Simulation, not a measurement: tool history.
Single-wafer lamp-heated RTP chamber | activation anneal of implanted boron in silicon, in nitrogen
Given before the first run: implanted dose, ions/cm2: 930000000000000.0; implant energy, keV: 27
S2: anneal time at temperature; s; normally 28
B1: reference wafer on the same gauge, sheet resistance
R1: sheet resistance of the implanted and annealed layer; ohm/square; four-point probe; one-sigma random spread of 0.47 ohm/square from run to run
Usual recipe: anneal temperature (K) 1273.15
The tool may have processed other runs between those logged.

{"run": 1, "hour": 0.0, "anneal temperature (K)": 1256.15, "S2": 28, "B1": 126.12, "R1": 133.99}
{"run": 2, "hour": 27.6, "anneal temperature (K)": 1256.15, "S2": 28, "B1": 125.92, "R1": 134.42}
{"run": 3, "hour": 76.3, "anneal temperature (K)": 1256.15, "S2": 28, "B1": 126.07, "R1": 133.13}
{"hour": 104.6, "done": "pyrometer window cleaned and pyrometer calibrated"}
{"run": 4, "hour": 140.1, "anneal temperature (K)": 1273.15, "S2": 28, "B1": 125.92, "R1": 131.61}
{"run": 5, "hour": 194.1, "anneal temperature (K)": 1297.15, "S2": 37, "B1": 125.91, "R1": 128.09}
{"run": 6, "hour": 240.9, "anneal temperature (K)": 1273.15, "S2": 28, "B1": 126.13, "R1": 132.37}
{"hour": 284.5, "done": "reflector plate cleaned"}
{"run": 7, "hour": 299.2, "anneal temperature (K)": 1273.15, "S2": 28, "B1": 126.0, "R1": 131.77}
{"run": 8, "hour": 410.2, "anneal temperature (K)": 1273.15, "S2": 28, "B1": 125.78, "R1": 131.28}
{"run": 9, "hour": 481.0, "anneal temperature (K)": 1273.15, "S2": 18, "B1": 125.86, "R1": 131.41}
{"run": 10, "hour": 517.3, "anneal temperature (K)": 1273.15, "S2": 18, "B1": 125.89, "R1": 130.51}
{"run": 11, "hour": 570.6, "anneal temperature (K)": 1273.15, "S2": 18, "B1": 125.91, "R1": 131.34}
{"hour": 598.4, "done": "pyrometer window cleaned and pyrometer calibrated"}
{"run": 12, "hour": 601.1, "anneal temperature (K)": 1264.15, "S2": 28, "B1": 125.92, "R1": 135.59}
{"run": 13, "hour": 653.2, "anneal temperature (K)": 1289.15, "S2": 28, "B1": 126.13, "R1": 129.45}
{"run": 14, "hour": 696.5, "anneal temperature (K)": 1273.15, "S2": 28, "B1": 126.07, "R1": 131.84}
{"run": 15, "hour": 755.2, "anneal temperature (K)": 1258.15, "S2": 35, "B1": 126.03, "R1": 135.64}
{"hour": 797.6, "done": "reflector plate cleaned"}
{"run": 16, "hour": 803.7, "anneal temperature (K)": 1273.15, "S2": 28, "B1": 126.0, "R1": 130.54}
{"run": 17, "hour": 870.9, "anneal temperature (K)": 1245.15, "S2": 28, "B1": 126.08, "R1": 142.59}
{"run": 18, "hour": 928.0, "anneal temperature (K)": 1256.15, "S2": 39, "B1": 125.87, "R1": 134.62}
{"run": 19, "hour": 1018.0, "anneal temperature (K)": 1263.15, "S2": 21, "B1": 125.98, "R1": 133.51}

For run 20, what comes out?
{"run": 20, "hour": 1054.1, "anneal temperature (K)": 1298.15, "S2": 12, "B1": "?", "R1": "?"}

B1: 126.22
R1: 129.16 ohm/square
Were there no unlogged condition in the tool, this run, its random variation unchanged, would have produced R1 130.06 ohm/square.

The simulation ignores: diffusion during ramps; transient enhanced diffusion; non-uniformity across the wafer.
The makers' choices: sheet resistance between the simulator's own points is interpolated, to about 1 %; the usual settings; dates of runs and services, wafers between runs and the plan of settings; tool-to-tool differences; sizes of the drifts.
